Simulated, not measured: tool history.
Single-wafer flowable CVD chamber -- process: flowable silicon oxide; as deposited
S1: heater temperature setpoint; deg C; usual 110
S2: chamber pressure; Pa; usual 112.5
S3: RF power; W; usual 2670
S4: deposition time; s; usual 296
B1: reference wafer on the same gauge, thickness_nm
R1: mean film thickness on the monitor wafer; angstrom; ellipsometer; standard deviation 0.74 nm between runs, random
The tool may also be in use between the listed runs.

| run | hour | S1 | S2 | S3 | S4 | B1 | R1 |
|---|---|---|---|---|---|---|---|
| 1 | 0.0 | 110 | 112.5 | 2670 | 296 | 145.037 | 1344.66 |
| 2 | 76.2 | 110 | 112.5 | 2670 | 296 | 145.437 | 1327.33 |
| 3 | 184.0 | 110 | 112.5 | 2670 | 255 | 145.061 | 1129.03 |
|  | 203.5 | capacitance manometer re-zeroed and calibrated |
| 4 | 256.6 | 110 | 112.5 | 2670 | 296 | 144.823 | 1389.33 |
| 5 | 316.3 | 110 | 112.5 | 2670 | 296 | 145.049 | 1377.75 |
| 6 | 396.1 | 110 | 112.5 | 2670 | 296 | 145.158 | 1385.85 |
| 7 | 476.6 | 110 | 112.5 | 2670 | 296 | 144.714 | 1368.01 |
| 8 | 579.2 | 110 | 112.5 | 2670 | 296 | 145.070 | 1369.11 |
|  | 591.8 | thermocouple changed; heater temperature recalibrated |
| 9 | 645.5 | 110 | 112.5 | 2670 | 296 | 145.250 | 1423.39 |
| 10 | 702.8 | 110 | 112.5 | 2670 | 296 | 145.000 | 1405.22 |
| 11 | 747.8 | 110 | 112.5 | 2405 | 296 | 145.366 | 1384.66 |
| 12 | 803.1 | 115 | 112.5 | 2670 | 314 | 144.847 | 1289.58 |
|  | 953.0 | showerhead replaced |
|  | 966.5 | RF generator calibrated |
|  | 1005.5 | gauge calibrated |
| 13 | 1097.8 | 110 | 112.5 | 2350 | 296 | 144.876 | 1338.20 |
| 14 | 1194.0 | 110 | 112.5 | 2670 | 296 | 144.962 | 1340.46 |
| 15 | 1271.6 | 100 | 112.5 | 2220 | 296 | 144.788 | 1735.91 |
| 16 | 1314.4 | 110 | 132.5 | 2670 | 279 | 145.007 | 1484.52 |
| 17 | 1414.4 | 110 | 112.5 | 2670 | 296 | 144.707 | 1335.19 |
| 18 | 1458.5 | 110 | 112.5 | 2670 | 296 | 144.764 | 1321.14 |
| 19 | 1600.7 | 110 | 128.8 | 2670 | 296 | 144.988 | 1505.97 |
|  | 1621.3 | capacitance manometer re-zeroed and calibrated |
| 20 | 1676.8 | 106 | 112.5 | 3035 | 296 | 145.174 | 1596.98 |
| 21 | 1734.2 | 110 | 112.5 | 2670 | 255 | 144.806 | 1207.76 |
| 22 | 1828.8 | 123 | 112.5 | 2875 | 296 | 145.208 | 994.92 |
| 23 | 1908.1 | 110 | 92.5 | 2670 | 296 | 145.106 | 1140.12 |
| 24 | 1997.0 | 110 | 112.5 | 2670 | 296 | 145.176 | 1391.68 |
| 25 | 2062.0 | 110 | 112.5 | 2670 | 348 | 144.854 | 1630.51 |
| 26 | 2101.2 | 110 | 112.5 | 2670 | 355 | 145.232 | 1662.66 |
| 27 | 2182.6 | 110 | 84.5 | 2670 | 317 | 144.650 | 1103.56 |
|  | 2245.7 | RF generator calibrated |
| 28 | 2266.5 | 114 | 112.5 | 2860 | 296 | 144.917 | 1224.95 |

Consider 4 possible next runs. They are alternatives, not a sequence: every one starts from the tool as it was left by run 28. What does each give?
| A | 2267.0 | 110 | 130.4 | 2670 | 296 | ? | ? |
| B | 2267.0 | 110 | 112.5 | 2280 | 344 | ? | ? |
| C | 2267.0 | 106 | 90.0 | 2280 | 336 | ? | ? |
| D | 2267.0 | 97 | 137.5 | 2910 | 266 | ? | ? |

| run | B1 | R1 |
|---|---|---|
| A | 145.020 | 1574.04 |
| B | 145.020 | 1539.50 |
| C | 145.020 | 1345.25 |
| D | 145.020 | 2197.08 |
Had the tool no hidden state, the same runs would have come out as:
| run | R1 |
|---|---|
| A | 1678.55 |
| B | 1643.78 |
| C | 1441.37 |
| D | 2345.50 |
